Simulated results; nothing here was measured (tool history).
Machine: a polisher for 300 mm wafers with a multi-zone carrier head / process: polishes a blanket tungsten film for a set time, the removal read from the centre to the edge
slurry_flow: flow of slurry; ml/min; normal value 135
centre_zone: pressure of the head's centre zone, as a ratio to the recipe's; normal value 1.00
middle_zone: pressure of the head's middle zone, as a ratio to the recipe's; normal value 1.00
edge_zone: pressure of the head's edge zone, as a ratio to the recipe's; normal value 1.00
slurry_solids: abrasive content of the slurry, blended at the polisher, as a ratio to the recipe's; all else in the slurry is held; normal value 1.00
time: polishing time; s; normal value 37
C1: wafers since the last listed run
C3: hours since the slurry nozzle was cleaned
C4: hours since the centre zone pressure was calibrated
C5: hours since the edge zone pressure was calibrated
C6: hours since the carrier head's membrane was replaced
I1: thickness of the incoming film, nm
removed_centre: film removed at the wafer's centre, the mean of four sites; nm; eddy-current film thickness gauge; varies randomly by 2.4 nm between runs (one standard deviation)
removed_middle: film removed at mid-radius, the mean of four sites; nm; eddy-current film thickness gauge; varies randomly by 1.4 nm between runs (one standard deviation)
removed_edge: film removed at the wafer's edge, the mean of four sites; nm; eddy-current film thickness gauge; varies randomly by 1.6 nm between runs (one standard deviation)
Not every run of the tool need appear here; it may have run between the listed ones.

Run 1, hour 0.0: usual settings; C1 0; wafers polished on this pad 908; C3 495.5; C4 669.9; C5 876.5; C6 896.5; I1 1587.8. Result: removed_centre 188.9 nm, removed_middle 205.9 nm, removed_edge 203.0 nm.
Run 2, hour 13.4: usual settings; C1 138; wafers polished on this pad 1046; C3 508.9; C4 683.3; C5 889.9; C6 909.9; I1 1603.2. Result: removed_centre 190.6 nm, removed_middle 206.7 nm, removed_edge 202.7 nm.
At hour 29.6: worn pad replaced by a new one.
Run 3, hour 44.2: usual settings; C1 276; wafers polished on this pad 151; C3 539.7; C4 714.1; C5 920.7; C6 940.7; I1 1588.9. Result: removed_centre 186.6 nm, removed_middle 207.0 nm, removed_edge 202.3 nm.
Run 4, hour 62.3: usual settings; C1 186; wafers polished on this pad 337; C3 557.8; C4 732.2; C5 938.8; C6 958.8; I1 1585.5. Result: removed_centre 183.7 nm, removed_middle 210.5 nm, removed_edge 202.9 nm.
Run 5, hour 92.9: usual settings; C1 315; wafers polished on this pad 653; C3 588.4; C4 762.8; C5 969.4; C6 989.4; I1 1576.4. Result: removed_centre 184.9 nm, removed_middle 208.0 nm, removed_edge 204.6 nm.
Run 6, hour 115.5: usual settings; C1 233; wafers polished on this pad 887; C3 611.0; C4 785.4; C5 992.0; C6 1012.0; I1 1604.5. Result: removed_centre 183.5 nm, removed_middle 206.5 nm, removed_edge 201.6 nm.
At hour 121.6: slurry nozzle cleaned.
At hour 131.9: worn pad replaced by a new one.
Run 7, hour 132.4: usual settings; C1 122; wafers polished on this pad 4; C3 10.8; C4 802.3; C5 1008.9; C6 1028.9; I1 1618.9. Result: removed_centre 183.0 nm, removed_middle 206.9 nm, removed_edge 204.7 nm.
Run 8, hour 166.3: usual settings; C1 350; wafers polished on this pad 354; C3 44.7; C4 836.2; C5 1042.8; C6 1062.8; I1 1600.6. Result: removed_centre 182.3 nm, removed_middle 207.9 nm, removed_edge 206.9 nm.
Run 9, hour 184.2: usual settings; C1 184; wafers polished on this pad 539; C3 62.6; C4 854.1; C5 1060.7; C6 1080.7; I1 1611.9. Result: removed_centre 180.5 nm, removed_middle 209.1 nm, removed_edge 201.2 nm.
Run 10, hour 196.3: usual settings but middle_zone 1.08; C1 124; wafers polished on this pad 664; C3 74.7; C4 866.2; C5 1072.8; C6 1092.8; I1 1584.7. Result: removed_centre 174.8 nm, removed_middle 220.6 nm, removed_edge 202.3 nm.
At hour 202.6: centre zone pressure recalibrated.
At hour 215.1: carrier head's membrane replaced by a new one.
Run 11, hour 222.2: usual settings but slurry_flow 170 ml/min, slurry_solids 0.70; C1 195; wafers polished on this pad 859; C3 100.6; C4 19.6; C5 1098.7; C6 7.1; I1 1617.9. Result: removed_centre 206.0 nm, removed_middle 198.9 nm, removed_edge 196.5 nm.
At hour 249.7: worn pad replaced by a new one.
Run 12, hour 255.4: usual settings; C1 301; wafers polished on this pad 58; C3 133.8; C4 52.8; C5 1131.9; C6 40.3; I1 1604.8. Result: removed_centre 211.0 nm, removed_middle 208.6 nm, removed_edge 202.1 nm.
Run 13, hour 290.3: usual settings but centre_zone 1.10, middle_zone 0.91, slurry_solids 0.75, time 27 s; C1 360; wafers polished on this pad 419; C3 168.7; C4 87.7; C5 1166.8; C6 75.2; I1 1581.7. Result: removed_centre 155.9 nm, removed_middle 132.4 nm, removed_edge 138.4 nm.
Run 14, hour 305.6: usual settings but edge_zone 1.11, slurry_solids 1.25, time 44 s; C1 157; wafers polished on this pad 577; C3 184.0; C4 103.0; C5 1182.1; C6 90.5; I1 1615.8. Result: removed_centre 262.7 nm, removed_middle 260.3 nm, removed_edge 266.1 nm.
At hour 321.0: edge zone pressure recalibrated.
Run 15, hour 335.2: usual settings; C1 285; wafers polished on this pad 862; C3 213.6; C4 132.6; C5 14.2; C6 120.1; I1 1586.2. Result: removed_centre 210.8 nm, removed_middle 208.8 nm, removed_edge 202.1 nm.
Run 16, hour 362.8: usual settings but centre_zone 0.92, middle_zone 1.08; C1 285; wafers polished on this pad 1147; C3 241.2; C4 160.2; C5 41.8; C6 147.7; I1 1587.5. Result: removed_centre 194.9 nm, removed_middle 223.1 nm, removed_edge 203.6 nm.
At hour 369.9: worn pad replaced by a new one.
Run 17, hour 385.5: usual settings but slurry_flow 95 ml/min, middle_zone 0.92, edge_zone 1.11, time 26 s; C1 193; wafers polished on this pad 161; C3 263.9; C4 182.9; C5 64.5; C6 170.4; I1 1602.8. Result: removed_centre 138.5 nm, removed_middle 127.9 nm, removed_edge 144.9 nm.
Run 18, hour 401.7: usual settings but centre_zone 0.89; C1 167; wafers polished on this pad 328; C3 280.1; C4 199.1; C5 80.7; C6 186.6; I1 1600.9. Result: removed_centre 184.9 nm, removed_middle 208.2 nm, removed_edge 203.5 nm.
Run 19, hour 428.3: usual settings; C1 274; wafers polished on this pad 603; C3 306.7; C4 225.7; C5 107.3; C6 213.2; I1 1605.4. Result: removed_centre 210.3 nm, removed_middle 209.0 nm, removed_edge 203.4 nm.
Run 20, hour 463.1: usual settings but slurry_solids 1.20; C1 359; wafers polished on this pad 962; C3 341.5; C4 260.5; C5 142.1; C6 248.0; I1 1605.4. Result: removed_centre 219.6 nm, removed_middle 215.8 nm, removed_edge 211.5 nm.

Forecast each of these 5 alternatives for the next run:
Run A, hour 463.5: usual settings but slurry_flow 95 ml/min; C1 4; wafers polished on this pad 966; C3 341.9; C4 260.9; C5 142.5; C6 248.4; I1 1615.1. Result: removed_centre ?, removed_middle ?, removed_edge ?.
Run B, hour 463.5: usual settings but slurry_flow 165 ml/min; C1 4; wafers polished on this pad 966; C3 341.9; C4 260.9; C5 142.5; C6 248.4; I1 1615.1. Result: removed_centre ?, removed_middle ?, removed_edge ?.
Run C, hour 463.5: usual settings but centre_zone 0.92, slurry_solids 0.85; C1 4; wafers polished on this pad 966; C3 341.9; C4 260.9; C5 142.5; C6 248.4; I1 1615.1. Result: removed_centre ?, removed_middle ?, removed_edge ?.
Run D, hour 463.5: usual settings but slurry_flow 160 ml/min, centre_zone 1.12, middle_zone 1.09, edge_zone 1.07; C1 4; wafers polished on this pad 966; C3 341.9; C4 260.9; C5 142.5; C6 248.4; I1 1615.1. Result: removed_centre ?, removed_middle ?, removed_edge ?.
Run E, hour 463.5: usual settings but time 46 s; C1 4; wafers polished on this pad 966; C3 341.9; C4 260.9; C5 142.5; C6 248.4; I1 1615.1. Result: removed_centre ?, removed_middle ?, removed_edge ?.

run  removed_centre  removed_middle  removed_edge
  A           193.3           195.0         195.7
  B           215.5           214.4         209.1
  C           184.5           200.6         197.4
  D           240.4           229.5         215.2
  E           258.5           258.3         254.2
With no hidden state in the tool, these same runs would have given:
run  removed_centre  removed_middle  removed_edge
  A           193.7           195.0         195.7
  B           216.0           214.4         209.1
  C           184.9           200.6         197.4
  D           241.0           229.5         215.2
  E           259.1           258.3         254.2

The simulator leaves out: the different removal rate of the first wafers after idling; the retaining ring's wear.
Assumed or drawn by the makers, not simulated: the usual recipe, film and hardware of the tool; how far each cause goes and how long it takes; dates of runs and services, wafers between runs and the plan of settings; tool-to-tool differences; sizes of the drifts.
